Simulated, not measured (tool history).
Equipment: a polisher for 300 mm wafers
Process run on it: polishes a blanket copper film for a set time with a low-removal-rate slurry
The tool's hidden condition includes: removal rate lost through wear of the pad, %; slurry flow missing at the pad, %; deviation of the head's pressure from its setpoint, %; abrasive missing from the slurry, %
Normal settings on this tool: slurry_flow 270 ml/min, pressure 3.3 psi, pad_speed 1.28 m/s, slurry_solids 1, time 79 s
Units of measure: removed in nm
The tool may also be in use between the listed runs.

| run | hour | slurry_flow | pressure | pad_speed | slurry_solids | time | wafers since the last listed run | wafers polished on this pad | hours since the slurry nozzle was cleaned | hours since the head pressure was calibrated | hours since the slurry blender was calibrated | incoming thickness of the incoming film, nm | removed |
|---|---|---|---|---|---|---|---|---|---|---|---|---|---|
| 1 | 0 | 270 | 3.3 | 1.28 | 1 | 79 | 0 | 1208 | 729.2 | 714.1 | 154.6 | 971.5 | 328.8 |
| 2 | 52.1 | 270 | 3.3 | 1.28 | 1 | 79 | 381 | 1589 | 781.3 | 766.2 | 206.7 | 957 | 323.2 |
|  | 61.3 | slurry nozzle cleaned |
|  | 69.4 | head pressure recalibrated |
| 3 | 88.9 | 270 | 3.3 | 1.28 | 1 | 79 | 247 | 1836 | 27.6 | 19.5 | 243.5 | 956.4 | 364.7 |
|  | 258.8 | worn pad replaced by a new one |
| 4 | 259.3 | 270 | 3.3 | 1.28 | 1 | 79 | 1216 | 3 | 198 | 189.9 | 413.9 | 959.8 | 342.3 |
|  | 333 | slurry blender recalibrated |
| 5 | 460.4 | 270 | 3.3 | 1.28 | 1 | 69 | 1456 | 1459 | 399.1 | 391 | 127.4 | 956.3 | 293.2 |
| 6 | 489 | 270 | 3.3 | 1.28 | 1 | 79 | 209 | 1668 | 427.7 | 419.6 | 156 | 959.5 | 332 |
| 7 | 529.3 | 270 | 3.3 | 1.28 | 1.25 | 79 | 294 | 1963 | 468 | 459.9 | 196.3 | 948.7 | 347.6 |
| 8 | 560.3 | 270 | 3.3 | 1.28 | 1 | 79 | 226 | 2190 | 499 | 490.9 | 227.3 | 957.9 | 333.1 |
| 9 | 596.4 | 270 | 3.3 | 1.28 | 1 | 79 | 264 | 2454 | 535.1 | 527 | 263.4 | 958.9 | 327.1 |
|  | 610.5 | worn pad replaced by a new one |
| 10 | 641 | 270 | 3.3 | 1.28 | 1 | 79 | 296 | 223 | 579.7 | 571.6 | 308 | 945.7 | 328.9 |
| 11 | 710.6 | 270 | 3.3 | 1.28 | 1 | 79 | 509 | 732 | 649.3 | 641.2 | 377.6 | 962 | 332.5 |
| 12 | 741.1 | 270 | 3.3 | 1.28 | 1 | 79 | 223 | 955 | 679.8 | 671.7 | 408.1 | 947.8 | 327 |
| 13 | 804.3 | 235 | 3.3 | 1.1 | 1 | 79 | 462 | 1417 | 743 | 734.9 | 471.3 | 948.6 | 277.4 |
|  | 832.8 | slurry blender recalibrated |
|  | 835.8 | slurry nozzle cleaned |
| 14 | 874.7 | 270 | 3.3 | 1.28 | 1 | 79 | 492 | 1910 | 38.9 | 805.3 | 41.9 | 948.6 | 329.2 |
| 15 | 913.3 | 270 | 3.3 | 1.5 | 1.25 | 79 | 282 | 2192 | 77.5 | 843.9 | 80.5 | 953.3 | 398.7 |
|  | 931.9 | head pressure recalibrated |
| 16 | 954 | 270 | 3.3 | 1.28 | 1 | 79 | 283 | 2475 | 118.2 | 22.1 | 121.2 | 968.2 | 356.5 |
|  | 973.9 | worn pad replaced by a new one |
| 17 | 1007.1 | 270 | 2.4 | 1.58 | 1.15 | 98 | 359 | 242 | 171.3 | 75.2 | 174.3 | 963.4 | 430.4 |
| 18 | 1069.3 | 270 | 3.3 | 1.28 | 1 | 79 | 454 | 697 | 233.5 | 137.4 | 236.5 | 959.5 | 346.2 |
| 19 | 1135 | 180 | 3.3 | 1.28 | 0.9 | 57 | 480 | 1178 | 299.2 | 203.1 | 302.2 | 953.5 | 232.6 |
| 20 | 1201.2 | 315 | 3.3 | 1.28 | 1 | 98 | 484 | 1662 | 365.4 | 269.3 | 368.4 | 963.1 | 416.7 |
| 21 | 1238.9 | 270 | 4.2 | 1.28 | 1.1 | 58 | 275 | 1938 | 403.1 | 307 | 406.1 | 951.9 | 303.3 |
| 22 | 1266 | 270 | 3.3 | 1.28 | 1 | 79 | 198 | 2136 | 430.2 | 334.1 | 433.2 | 950.9 | 329.8 |
|  | 1290.2 | slurry blender recalibrated |
| 23 | 1320.7 | 270 | 2.8 | 1.68 | 1 | 79 | 385 | 2521 | 484.9 | 388.8 | 30.5 | 963.7 | 381 |
| 24 | 1353.1 | 225 | 2.7 | 1.28 | 0.7 | 60 | 236 | 2758 | 517.3 | 421.2 | 62.9 | 977 | 194.1 |
| 25 | 1394.9 | 180 | 2.1 | 1.54 | 1.15 | 79 | 305 | 3064 | 559.1 | 463 | 104.7 | 965.7 | 278.7 |
|  | 1402.4 | worn pad replaced by a new one |
| 26 | 1546.7 | 270 | 3.3 | 1.28 | 1 | 79 | 1080 | 1054 | 710.9 | 614.8 | 256.5 | 954.9 | 326.8 |
| 27 | 1607.6 | 270 | 2.8 | 1.28 | 1 | 79 | 445 | 1500 | 771.8 | 675.7 | 317.4 | 948.4 | 284.7 |
|  | 1619.9 | slurry nozzle cleaned |
| 28 | 1643.3 | 270 | 3.3 | 1.28 | 1 | 79 | 253 | 1754 | 23.4 | 711.4 | 353.1 | 962.8 | 324.4 |
| 29 | 1714.8 | 180 | 3.3 | 1.28 | 1.1 | 63 | 522 | 2277 | 94.9 | 782.9 | 424.6 | 955.6 | 259.4 |
|  | 1733.7 | slurry blender recalibrated |
|  | 1768.4 | worn pad replaced by a new one |
| 30 | 1770 | 175 | 4.1 | 1.04 | 1 | 79 | 359 | 11 | 150.1 | 838.1 | 36.3 | 966 | 309 |

Below are 4 alternative next runs, each starting from the tool's condition after run 30. Predict each:
| A | 1770.5 | 270 | 3.3 | 1.28 | 1 | 79 | 3 | 15 | 150.6 | 838.6 | 36.8 | 954.6 | ? |
| B | 1770.5 | 225 | 3.3 | 1.28 | 1 | 79 | 3 | 15 | 150.6 | 838.6 | 36.8 | 954.6 | ? |
| C | 1770.5 | 210 | 3.3 | 1.28 | 1 | 79 | 3 | 15 | 150.6 | 838.6 | 36.8 | 954.6 | ? |
| D | 1770.5 | 270 | 3.3 | 1.28 | 1 | 65 | 3 | 15 | 150.6 | 838.6 | 36.8 | 954.6 | ? |

| run | removed |
|---|---|
| A | 324.4 |
| B | 320.6 |
| C | 319.1 |
| D | 266.9 |
With no hidden state in the tool, these same runs would have given:
| run | removed |
|---|---|
| A | 362.4 |
| B | 358.1 |
| C | 356.4 |
| D | 298.2 |
